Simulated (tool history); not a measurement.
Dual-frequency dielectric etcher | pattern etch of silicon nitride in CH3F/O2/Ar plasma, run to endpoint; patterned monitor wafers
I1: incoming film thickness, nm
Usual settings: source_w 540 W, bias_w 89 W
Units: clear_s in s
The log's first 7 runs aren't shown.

Run 8, day 7.588: usual settings; I1 59.5. Result: clear_s 70.0 s.
Run 9, day 8.825: usual settings; I1 58.6. Result: clear_s 68.8 s.
At day 12.617: wet clean of the chamber.
Run 10, day 13.275: usual settings; I1 59.0. Result: clear_s 71.5 s.
Run 11, day 14.017: usual settings but bias_w 83 W; I1 58.4. Result: clear_s 72.7 s.
Run 12, day 15.438: usual settings but bias_w 83 W; I1 57.9. Result: clear_s 71.2 s.
Run 13, day 16.642: usual settings but source_w 490 W, bias_w 74 W; I1 58.9. Result: clear_s 78.3 s.
Run 14, day 17.454: usual settings; I1 58.2. Result: clear_s 70.0 s.
At day 18.696: source power generator calibrated.
Run 15, day 18.717: usual settings but source_w 630 W; I1 58.4. Result: clear_s 67.3 s.
Run 16, day 19.312: usual settings but source_w 480 W, bias_w 108 W; I1 58.7. Result: clear_s 71.1 s.
Run 17, day 20.150: usual settings but source_w 660 W, bias_w 80 W; I1 59.1. Result: clear_s 68.9 s.
Run 18, day 21.096: usual settings; I1 58.2. Result: clear_s 71.2 s.
At day 22.092: bias power generator calibrated.
Run 19, day 22.112: usual settings but source_w 580 W, bias_w 80 W; I1 58.6. Result: clear_s 71.4 s.
Run 20, day 23.300: usual settings but bias_w 72 W; I1 59.0. Result: clear_s 75.9 s.
Run 21, day 23.833: usual settings but source_w 460 W, bias_w 99 W; I1 58.4. Result: clear_s 72.7 s.
Run 22, day 24.854: usual settings; I1 58.1. Result: clear_s 69.8 s.
Run 23, day 26.108: usual settings but source_w 440 W, bias_w 68 W; I1 57.9. Result: clear_s 82.1 s.
At day 27.625: upper electrode replaced.
Run 24, day 27.646: usual settings but source_w 630 W, bias_w 102 W; I1 58.3. Result: clear_s 62.5 s.
Run 25, day 27.662: usual settings but source_w 500 W, bias_w 75 W; I1 57.7. Result: clear_s 74.8 s.

The next listed run, before its measurement:
At day 29.029: wet clean of the chamber.
Run 26, day 29.050: usual settings but source_w 660 W, bias_w 102 W; I1 58.3. Result: clear_s ?.

Run 26 gave clear_s 63.5 s.
Without the tool's hidden state the same run would have given clear_s 63.9 s.
